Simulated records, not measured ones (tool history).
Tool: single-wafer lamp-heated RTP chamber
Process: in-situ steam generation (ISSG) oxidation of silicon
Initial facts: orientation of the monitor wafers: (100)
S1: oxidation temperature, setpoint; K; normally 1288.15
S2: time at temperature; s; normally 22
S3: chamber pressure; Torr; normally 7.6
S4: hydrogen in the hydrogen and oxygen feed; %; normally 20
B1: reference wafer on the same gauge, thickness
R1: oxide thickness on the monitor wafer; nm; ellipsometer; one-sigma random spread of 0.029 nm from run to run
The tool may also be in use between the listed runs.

Run 1, hour 0.0: usual settings but S1 1295.15 K; B1 5.940. Result: R1 6.940 nm.
Run 2, hour 69.5: usual settings but S1 1295.15 K; B1 5.962. Result: R1 7.104 nm.
Run 3, hour 94.8: usual settings but S1 1295.15 K; B1 5.956. Result: R1 7.148 nm.
Run 4, hour 123.9: usual settings but S2 25 s; B1 5.957. Result: R1 7.356 nm.
Run 5, hour 193.1: usual settings but S2 25 s; B1 5.958. Result: R1 7.452 nm.
Run 6, hour 229.9: usual settings; B1 5.956. Result: R1 7.016 nm.
Run 7, hour 259.7: usual settings but S1 1292.15 K; B1 5.945. Result: R1 7.157 nm.
Run 8, hour 291.4: usual settings but S1 1292.15 K; B1 5.946. Result: R1 7.177 nm.
At hour 325.0: pyrometer window cleaned and pyrometer calibrated.
Run 9, hour 325.5: usual settings but S1 1302.15 K, S2 29 s; B1 5.949. Result: R1 8.267 nm.
At hour 347.2: pressure gauge zeroed.
Run 10, hour 365.7: usual settings but S1 1302.15 K, S2 29 s; B1 5.960. Result: R1 8.419 nm.
Run 11, hour 400.0: usual settings but S1 1302.15 K, S2 29 s; B1 5.946. Result: R1 8.401 nm.
Run 12, hour 452.6: usual settings; B1 5.948. Result: R1 6.902 nm.
Run 13, hour 484.5: usual settings; B1 5.946. Result: R1 6.920 nm.
Run 14, hour 524.1: usual settings but S1 1278.15 K; B1 5.955. Result: R1 6.612 nm.
Run 15, hour 581.9: usual settings; B1 5.954. Result: R1 6.963 nm.

What does the tool deliver on the next run?
At hour 629.3: pyrometer window cleaned and pyrometer calibrated.
Run 16, hour 629.8: usual settings; B1 ?. Result: R1 ?.

{"run 16": {"B1": 5.959, "R1": 6.691}}
Without the tool's hidden state the same run would have given R1 6.690 nm.

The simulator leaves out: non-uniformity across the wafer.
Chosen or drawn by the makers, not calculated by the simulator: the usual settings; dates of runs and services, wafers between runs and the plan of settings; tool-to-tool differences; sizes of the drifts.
